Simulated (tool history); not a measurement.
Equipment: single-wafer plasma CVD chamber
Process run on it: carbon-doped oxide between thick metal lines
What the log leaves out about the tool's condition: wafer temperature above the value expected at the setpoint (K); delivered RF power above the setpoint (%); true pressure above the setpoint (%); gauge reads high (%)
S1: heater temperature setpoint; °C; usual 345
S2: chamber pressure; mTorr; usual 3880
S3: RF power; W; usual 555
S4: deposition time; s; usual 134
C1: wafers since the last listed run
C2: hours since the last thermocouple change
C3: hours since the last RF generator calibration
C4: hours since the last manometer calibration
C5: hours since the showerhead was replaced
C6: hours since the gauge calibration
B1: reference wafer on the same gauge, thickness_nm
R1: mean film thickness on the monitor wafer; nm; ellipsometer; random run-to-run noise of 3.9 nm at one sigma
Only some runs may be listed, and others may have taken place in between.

Run 1, day 0.000: usual settings but S1 341 °C; C1 0; C2 491.3; C3 968.3; C4 59.8; C5 5236.0; C6 3177.7; B1 762.450. Result: R1 714.133 nm.
At day 1.400: showerhead replaced.
Run 2, day 4.050: usual settings but S2 3590 mTorr; C1 789; C2 588.5; C3 1065.5; C4 157.0; C5 63.6; C6 3274.9; B1 768.463. Result: R1 708.618 nm.
Run 3, day 5.846: usual settings but S2 3590 mTorr; C1 381; C2 631.6; C3 1108.6; C4 200.1; C5 106.7; C6 3318.0; B1 765.948. Result: R1 712.848 nm.
Run 4, day 9.088: usual settings but S2 3590 mTorr; C1 688; C2 709.4; C3 1186.4; C4 277.9; C5 184.5; C6 3395.8; B1 769.226. Result: R1 709.651 nm.
Run 5, day 11.833: usual settings but S1 353 °C; C1 583; C2 775.3; C3 1252.3; C4 343.8; C5 250.4; C6 3461.7; B1 772.879. Result: R1 704.951 nm.
Run 6, day 15.812: usual settings but S3 480 W; C1 845; C2 870.8; C3 1347.8; C4 439.3; C5 345.9; C6 3557.2; B1 773.795. Result: R1 652.531 nm.
Run 7, day 17.454: usual settings but S4 128 s; C1 348; C2 910.2; C3 1387.2; C4 478.7; C5 385.3; C6 3596.6; B1 775.394. Result: R1 678.019 nm.
Run 8, day 21.675: usual settings but S3 475 W, S4 146 s; C1 896; C2 1011.5; C3 1488.5; C4 580.0; C5 486.6; C6 3697.9; B1 778.290. Result: R1 702.564 nm.
At day 23.721: gauge calibrated.
Run 9, day 25.621: usual settings; C1 837; C2 1106.2; C3 1583.2; C4 674.7; C5 581.3; C6 45.6; B1 739.364. Result: R1 692.395 nm.
Run 10, day 29.154: usual settings; C1 750; C2 1191.0; C3 1668.0; C4 759.5; C5 666.1; C6 130.4; B1 741.506. Result: R1 693.075 nm.
Run 11, day 31.367: usual settings; C1 469; C2 1244.1; C3 1721.1; C4 812.6; C5 719.2; C6 183.5; B1 743.375. Result: R1 689.965 nm.
Run 12, day 34.592: usual settings but S1 352 °C, S2 3400 mTorr, S4 116 s; C1 684; C2 1321.5; C3 1798.5; C4 890.0; C5 796.6; C6 260.9; B1 742.499. Result: R1 574.953 nm.
Run 13, day 38.004: usual settings but S3 525 W, S4 151 s; C1 724; C2 1403.4; C3 1880.4; C4 971.9; C5 878.5; C6 342.8; B1 743.051. Result: R1 748.823 nm.
At day 40.754: thermocouple changed; heater temperature recalibrated.
Run 14, day 41.329: usual settings but S1 337 °C, S4 112 s; C1 635; C2 13.8; C3 1960.2; C4 1051.7; C5 958.3; C6 422.6; B1 743.461. Result: R1 597.946 nm.

Run 15 comes next. What will it give?
At day 43.729: capacitance manometer re-zeroed and calibrated.
Run 15, day 45.312: usual settings but S2 3460 mTorr; C1 775; C2 109.4; C3 2055.8; C4 38.0; C5 1053.9; C6 518.2; B1 ?. Result: R1 ?.

B1: 740.920
R1: 685.542 nm
Minus the tool's unlogged condition, the same run would have read R1 677.086 nm.

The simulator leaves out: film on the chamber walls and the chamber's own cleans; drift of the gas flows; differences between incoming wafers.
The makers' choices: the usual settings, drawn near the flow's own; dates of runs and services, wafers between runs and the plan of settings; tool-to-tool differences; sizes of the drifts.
